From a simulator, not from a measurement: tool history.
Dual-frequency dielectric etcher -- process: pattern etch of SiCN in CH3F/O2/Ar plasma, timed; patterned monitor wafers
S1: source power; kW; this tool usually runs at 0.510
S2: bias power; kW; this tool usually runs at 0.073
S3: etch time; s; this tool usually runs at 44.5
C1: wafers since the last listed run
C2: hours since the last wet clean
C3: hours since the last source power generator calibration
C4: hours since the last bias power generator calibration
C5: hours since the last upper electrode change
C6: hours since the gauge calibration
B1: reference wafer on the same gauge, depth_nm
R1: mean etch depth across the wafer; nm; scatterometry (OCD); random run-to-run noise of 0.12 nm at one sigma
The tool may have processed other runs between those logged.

run    hour     S1     S2    S3    C1     C2      C3      C4      C5      C6     B1     R1
  1     0.0  0.410  0.073  37.5     0   88.8  4003.8  2568.1  3980.7   683.3  17.62  14.61
  2    49.5  0.410  0.073  37.5   835  138.3  4053.3  2617.6  4030.2   732.8  17.65  14.61
  3    73.9  0.410  0.073  37.5   411  162.7  4077.7  2642.0  4054.6   757.2  17.70  14.66
  4   104.2  0.510  0.085  44.5   511  193.0  4108.0  2672.3  4084.9   787.5  17.67  19.45
  5   130.1  0.510  0.085  44.5   436  218.9  4133.9  2698.2  4110.8   813.4  17.72  19.59
  6   162.0  0.510  0.085  44.5   538  250.8  4165.8  2730.1  4142.7   845.3  17.81  19.64
  7   219.3  0.510  0.073  44.5   966  308.1  4223.1  2787.4  4200.0   902.6  17.84  18.91
  8   244.4  0.510  0.073  44.5   423  333.2  4248.2  2812.5  4225.1   927.7  17.88  18.79
      296.5  -- wet clean of the chamber
  9   297.0  0.510  0.073  44.5   482    0.5  4300.8  2865.1  4277.7   980.3  17.99  18.87
      360.5  -- upper electrode replaced
 10   361.0  0.510  0.073  44.5   674   64.5  4364.8  2929.1     0.5  1044.3  18.05  19.36
 11   406.3  0.510  0.073  44.5   764  109.8  4410.1  2974.4    45.8  1089.6  18.09  19.19
 12   431.1  0.510  0.073  44.5   418  134.6  4434.9  2999.2    70.6  1114.4  18.16  19.25
      431.2  -- gauge calibrated
 13   495.2  0.510  0.073  44.5  1081  198.7  4499.0  3063.3   134.7    64.0  17.33  18.41
 14   548.5  0.510  0.073  44.5   899  252.0  4552.3  3116.6   188.0   117.3  17.31  18.22
 15   596.9  0.510  0.073  44.5   816  300.4  4600.7  3165.0   236.4   165.7  17.30  18.39
 16   647.4  0.390  0.058  36.5   852  350.9  4651.2  3215.5   286.9   216.2  17.38  12.91
 17   698.5  0.510  0.073  44.5   862  402.0  4702.3  3266.6   338.0   267.3  17.34  18.51
 18   732.2  0.510  0.073  57.0   568  435.7  4736.0  3300.3   371.7   301.0  17.37  23.48
      741.2  -- source power generator calibrated
      774.6  -- wet clean of the chamber
 19   775.1  0.390  0.068  52.5   251    0.5    33.9  3343.2   414.6   343.9  17.42  19.29
 20   813.2  0.470  0.055  38.5   642   38.6    72.0  3381.3   452.7   382.0  17.37  14.39
      903.5  -- bias power generator calibrated
 21   907.3  0.590  0.080  31.0  1520  132.7   166.1     3.8   546.8   476.1  17.45  13.86
 22   958.0  0.510  0.073  44.5   855  183.4   216.8    54.5   597.5   526.8  17.47  18.38
 23  1018.4  0.510  0.073  44.5  1019  243.8   277.2   114.9   657.9   587.2  17.50  18.69
 24  1072.3  0.580  0.073  57.0   909  297.7   331.1   168.8   711.8   641.1  17.55  24.67
 25  1105.8  0.590  0.073  44.5   565  331.2   364.6   202.3   745.3   674.6  17.66  19.74
 26  1169.4  0.420  0.073  34.0  1073  394.8   428.2   265.9   808.9   738.2  17.59  13.30

Selected run-to-run steps in R1, each split into two signed amounts: the part the tool would show with no hidden state at all (from settings, incoming material and random variation), and the remainder, which goes to the hidden state together with any gauge scatter not common to the measured and the hidden-state-free results:
Hidden conditions of the tool in this case: etch rate over this chamber's usual, %; source power that arrives over what is set, %; bias power that arrives over what is set, %; gauge reads high (%).
Run 3 -> 4: S1 0.410 -> 0.510, S2 0.073 -> 0.085, S3 37.5 -> 44.5. R1 +4.79 nm: hidden state +0.14, all else +4.65.
Run 12 -> 13: gauge calibrated. R1 -0.84 nm: hidden state -0.87, all else +0.03.
Run 23 -> 24: S1 0.510 -> 0.580, S3 44.5 -> 57.0. R1 +5.98 nm: hidden state +0.14, all else +5.84.
Run 25 -> 26: S1 0.590 -> 0.420, S3 44.5 -> 34.0. R1 -6.44 nm: hidden state -0.08, all else -6.36.

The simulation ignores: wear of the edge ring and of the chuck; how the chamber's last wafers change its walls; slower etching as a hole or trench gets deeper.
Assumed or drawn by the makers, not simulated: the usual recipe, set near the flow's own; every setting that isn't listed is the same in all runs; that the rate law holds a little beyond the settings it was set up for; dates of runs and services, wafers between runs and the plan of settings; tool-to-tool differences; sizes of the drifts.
